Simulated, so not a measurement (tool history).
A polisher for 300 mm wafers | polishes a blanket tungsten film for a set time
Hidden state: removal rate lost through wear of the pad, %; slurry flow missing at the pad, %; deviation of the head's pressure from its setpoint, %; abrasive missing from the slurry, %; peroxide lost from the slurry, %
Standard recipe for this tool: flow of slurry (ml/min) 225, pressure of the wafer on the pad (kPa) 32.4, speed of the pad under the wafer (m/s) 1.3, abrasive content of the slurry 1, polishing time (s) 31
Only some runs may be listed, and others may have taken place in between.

| run | hour | flow of slurry (ml/min) | pressure of the wafer on the pad (kPa) | speed of the pad under the wafer (m/s) | abrasive content of the slurry | polishing time (s) | wafers since the last listed run | wafers polished on this pad | hours since the slurry nozzle was cleaned | hours since the head pressure was calibrated | hours since the slurry blender was calibrated | hours since the slurry got fresh peroxide | incoming thickness of the incoming film, nm | film removed (nm) |
|---|---|---|---|---|---|---|---|---|---|---|---|---|---|---|
| 1 | 0 | 225 | 32.4 | 1.3 | 1 | 31 | 0 | 855 | 48.2 | 741.1 | 19.8 | 1.1 | 674.8 | 208.1 |
| 2 | 11.1 | 225 | 32.4 | 1.3 | 1 | 31 | 168 | 1023 | 59.3 | 752.2 | 30.9 | 12.2 | 675.7 | 204 |
| 3 | 23.7 | 225 | 32.4 | 1.3 | 1 | 31 | 190 | 1214 | 71.9 | 764.8 | 43.5 | 24.8 | 664.6 | 202.8 |
| 4 | 32.6 | 225 | 32.4 | 1.3 | 1 | 31 | 134 | 1349 | 80.8 | 773.7 | 52.4 | 33.7 | 683 | 203.5 |
| 5 | 43.9 | 225 | 32.4 | 1.3 | 1 | 31 | 171 | 1520 | 92.1 | 785 | 63.7 | 45 | 671.7 | 200 |
|  | 52.9 | head pressure recalibrated |
|  | 65 | worn pad replaced by a new one |
| 6 | 97.7 | 295 | 32.4 | 1.3 | 0.75 | 31 | 724 | 495 | 145.9 | 44.8 | 117.5 | 98.8 | 667 | 183.1 |
| 7 | 103.7 | 225 | 32.4 | 1.3 | 1 | 31 | 90 | 586 | 151.9 | 50.8 | 123.5 | 104.8 | 660.7 | 190.6 |
| 8 | 109.8 | 225 | 38.6 | 1.58 | 1 | 39 | 92 | 678 | 158 | 56.9 | 129.6 | 110.9 | 682.7 | 343.1 |
| 9 | 123.3 | 225 | 32.4 | 1.56 | 1.2 | 27 | 204 | 883 | 171.5 | 70.4 | 143.1 | 124.4 | 663.4 | 202.8 |
|  | 130.5 | slurry blender recalibrated |
| 10 | 132.5 | 300 | 29 | 1.3 | 1 | 31 | 109 | 992 | 180.7 | 79.6 | 2 | 133.6 | 660.7 | 170.9 |
|  | 137.6 | slurry tank refilled with fresh slurry and peroxide |
| 11 | 141.4 | 155 | 32.4 | 1.3 | 1 | 31 | 119 | 1112 | 189.6 | 88.5 | 10.9 | 3.8 | 672.6 | 197.3 |
| 12 | 153.1 | 225 | 40 | 1.3 | 1 | 23 | 177 | 1289 | 201.3 | 100.2 | 22.6 | 15.5 | 674.7 | 187.7 |
| 13 | 167.6 | 280 | 32.4 | 1.3 | 1.2 | 31 | 219 | 1509 | 215.8 | 114.7 | 37.1 | 30 | 661.8 | 212.3 |
| 14 | 174.9 | 225 | 32.4 | 1.3 | 1 | 24 | 110 | 1619 | 223.1 | 122 | 44.4 | 37.3 | 673.6 | 157.5 |
| 15 | 183 | 225 | 43.4 | 1.3 | 0.9 | 31 | 122 | 1742 | 231.2 | 130.1 | 52.5 | 45.4 | 680.1 | 259.3 |
| 16 | 197.6 | 275 | 32.4 | 1.12 | 1 | 24 | 221 | 1963 | 245.8 | 144.7 | 67.1 | 60 | 660.6 | 134.4 |
|  | 216 | worn pad replaced by a new one |
| 17 | 241.6 | 145 | 32.4 | 1.62 | 0.75 | 42 | 606 | 387 | 289.8 | 188.7 | 111.1 | 104 | 677.7 | 286.1 |
|  | 253.4 | slurry tank refilled with fresh slurry and peroxide |
| 18 | 255.4 | 275 | 32.4 | 1.12 | 1 | 24 | 193 | 581 | 303.6 | 202.5 | 124.9 | 2 | 661.5 | 139.7 |
|  | 259.8 | slurry nozzle cleaned |
| 19 | 265 | 170 | 32.4 | 0.84 | 1.25 | 31 | 130 | 711 | 5.2 | 212.1 | 134.5 | 11.6 | 674.1 | 130.7 |
|  | 268.7 | slurry blender recalibrated |
| 20 | 272.1 | 225 | 32.4 | 1.3 | 1 | 31 | 77 | 788 | 12.3 | 219.2 | 3.4 | 18.7 | 669.1 | 201.6 |
| 21 | 280.8 | 225 | 32.4 | 1.58 | 1 | 31 | 131 | 920 | 21 | 227.9 | 12.1 | 27.4 | 677.4 | 245 |
| 22 | 290.2 | 225 | 37.9 | 1.3 | 1 | 31 | 142 | 1063 | 30.4 | 237.3 | 21.5 | 36.8 | 677.9 | 233.5 |
| 23 | 299.4 | 225 | 32.4 | 1.72 | 1 | 31 | 139 | 1202 | 39.6 | 246.5 | 30.7 | 46 | 671.1 | 264.2 |
| 24 | 307.3 | 225 | 32.4 | 1.3 | 1 | 31 | 119 | 1322 | 47.5 | 254.4 | 38.6 | 53.9 | 684.8 | 195 |
|  | 357.5 | worn pad replaced by a new one |
| 25 | 359.7 | 160 | 32.4 | 1.3 | 0.75 | 31 | 733 | 33 | 99.9 | 306.8 | 91 | 106.3 | 671.7 | 170.4 |
| 26 | 367.5 | 225 | 32.4 | 1.3 | 1.3 | 31 | 118 | 151 | 107.7 | 314.6 | 98.8 | 114.1 | 666.8 | 194 |

Here are 4 independent what-if runs from the current tool condition. What would each one return?
| A | 367.9 | 225 | 32.4 | 1.3 | 1 | 31 | 6 | 157 | 108.1 | 315 | 99.2 | 114.5 | 660.8 | ? |
| B | 367.9 | 290 | 32.4 | 1.5 | 1 | 27 | 6 | 157 | 108.1 | 315 | 99.2 | 114.5 | 660.8 | ? |
| C | 367.9 | 225 | 23.4 | 1.3 | 1 | 31 | 6 | 157 | 108.1 | 315 | 99.2 | 114.5 | 660.8 | ? |
| D | 367.9 | 180 | 32.4 | 1.3 | 1 | 31 | 6 | 157 | 108.1 | 315 | 99.2 | 114.5 | 660.8 | ? |

| run | film removed (nm) |
|---|---|
| A | 187.7 |
| B | 193.4 |
| C | 137 |
| D | 182.7 |
With no hidden state in the tool, these same runs would have given:
| run | film removed (nm) |
|---|---|
| A | 208.4 |
| B | 214.8 |
| C | 152.1 |
| D | 202.9 |
